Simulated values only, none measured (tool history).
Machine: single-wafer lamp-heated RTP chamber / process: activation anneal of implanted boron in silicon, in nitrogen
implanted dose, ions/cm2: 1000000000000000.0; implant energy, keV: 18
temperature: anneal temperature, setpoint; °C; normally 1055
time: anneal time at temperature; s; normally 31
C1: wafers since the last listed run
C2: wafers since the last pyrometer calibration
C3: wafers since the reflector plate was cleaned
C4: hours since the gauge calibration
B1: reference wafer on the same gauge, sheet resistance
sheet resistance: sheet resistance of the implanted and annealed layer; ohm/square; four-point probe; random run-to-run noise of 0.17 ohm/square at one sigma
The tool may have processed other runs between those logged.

run 1 hour=0.0 | temperature=1055 time=31 | C1=0 C2=529 C3=4220 C4=183.9 | B1=100.96 | sheet_resistance=113.12
-- hour=17.8 reflector plate cleaned
run 2 hour=27.2 | temperature=1055 time=31 | C1=219 C2=749 C3=107 C4=211.1 | B1=100.98 | sheet_resistance=113.01
run 3 hour=67.1 | temperature=1055 time=31 | C1=457 C2=1206 C3=564 C4=251.0 | B1=100.89 | sheet_resistance=113.40
run 4 hour=104.1 | temperature=1055 time=31 | C1=423 C2=1630 C3=988 C4=288.0 | B1=100.89 | sheet_resistance=113.01
run 5 hour=159.7 | temperature=1055 time=31 | C1=636 C2=2267 C3=1625 C4=343.6 | B1=100.84 | sheet_resistance=112.78
run 6 hour=218.9 | temperature=1055 time=31 | C1=678 C2=2945 C3=2303 C4=402.8 | B1=100.75 | sheet_resistance=112.58
run 7 hour=288.4 | temperature=1055 time=31 | C1=796 C2=3742 C3=3100 C4=472.3 | B1=100.66 | sheet_resistance=112.56
-- hour=307.4 pyrometer window cleaned and pyrometer calibrated
-- hour=508.3 reflector plate cleaned
run 8 hour=508.8 | temperature=1044 time=31 | C1=2341 C2=2216 C3=6 C4=692.7 | B1=100.33 | sheet_resistance=112.71
run 9 hour=554.6 | temperature=1044 time=31 | C1=524 C2=2740 C3=530 C4=738.5 | B1=100.26 | sheet_resistance=112.59
-- hour=649.6 pyrometer window cleaned and pyrometer calibrated
run 10 hour=730.8 | temperature=1044 time=31 | C1=1926 C2=929 C3=2457 C4=914.7 | B1=99.85 | sheet_resistance=112.17
run 11 hour=773.6 | temperature=1055 time=31 | C1=490 C2=1420 C3=2948 C4=957.5 | B1=99.79 | sheet_resistance=111.85
-- hour=787.7 gauge calibrated
run 12 hour=804.3 | temperature=1055 time=47 | C1=351 C2=1772 C3=3299 C4=16.6 | B1=101.00 | sheet_resistance=112.34
run 13 hour=861.0 | temperature=1030 time=39 | C1=649 C2=2421 C3=3949 C4=73.3 | B1=101.03 | sheet_resistance=114.07
run 14 hour=904.3 | temperature=1034 time=31 | C1=496 C2=2917 C3=4445 C4=116.6 | B1=100.98 | sheet_resistance=114.25
-- hour=912.6 pyrometer window cleaned and pyrometer calibrated
run 15 hour=955.7 | temperature=1042 time=37 | C1=497 C2=493 C3=4942 C4=168.0 | B1=100.96 | sheet_resistance=113.46
-- hour=965.0 reflector plate cleaned
run 16 hour=1015.7 | temperature=1055 time=47 | C1=595 C2=1089 C3=580 C4=228.0 | B1=100.99 | sheet_resistance=112.67
run 17 hour=1060.7 | temperature=1055 time=31 | C1=515 C2=1604 C3=1095 C4=273.0 | B1=100.89 | sheet_resistance=113.15
run 18 hour=1094.7 | temperature=1028 time=16 | C1=389 C2=1994 C3=1485 C4=307.0 | B1=100.88 | sheet_resistance=115.61
run 19 hour=1123.0 | temperature=1029 time=15 | C1=324 C2=2318 C3=1809 C4=335.3 | B1=100.87 | sheet_resistance=115.01
run 20 hour=1165.6 | temperature=1028 time=44 | C1=488 C2=2806 C3=2297 C4=377.9 | B1=100.80 | sheet_resistance=113.76
-- hour=1211.2 pyrometer window cleaned and pyrometer calibrated
run 21 hour=1214.2 | temperature=1077 time=16 | C1=465 C2=34 C3=2762 C4=426.5 | B1=100.73 | sheet_resistance=113.42
run 22 hour=1262.7 | temperature=1055 time=31 | C1=555 C2=589 C3=3318 C4=475.0 | B1=100.75 | sheet_resistance=113.01

Predict each of these 3 candidate next runs independently; none follows another, all start after run 22:
run A hour=1263.1 | temperature=1055 time=31 | C1=4 C2=594 C3=3323 C4=475.4 | B1=? | sheet_resistance=?
run B hour=1263.1 | temperature=1045 time=31 | C1=4 C2=594 C3=3323 C4=475.4 | B1=? | sheet_resistance=?
run C hour=1263.1 | temperature=1041 time=45 | C1=4 C2=594 C3=3323 C4=475.4 | B1=? | sheet_resistance=?

run=A B1=100.73 sheet_resistance=112.85
run=B B1=100.73 sheet_resistance=113.19
run=C B1=100.73 sheet_resistance=112.80
With the hidden condition removed and each run's random variation left untouched, the same runs would have given:
run=A sheet_resistance=113.17
run=B sheet_resistance=113.51
run=C sheet_resistance=113.12

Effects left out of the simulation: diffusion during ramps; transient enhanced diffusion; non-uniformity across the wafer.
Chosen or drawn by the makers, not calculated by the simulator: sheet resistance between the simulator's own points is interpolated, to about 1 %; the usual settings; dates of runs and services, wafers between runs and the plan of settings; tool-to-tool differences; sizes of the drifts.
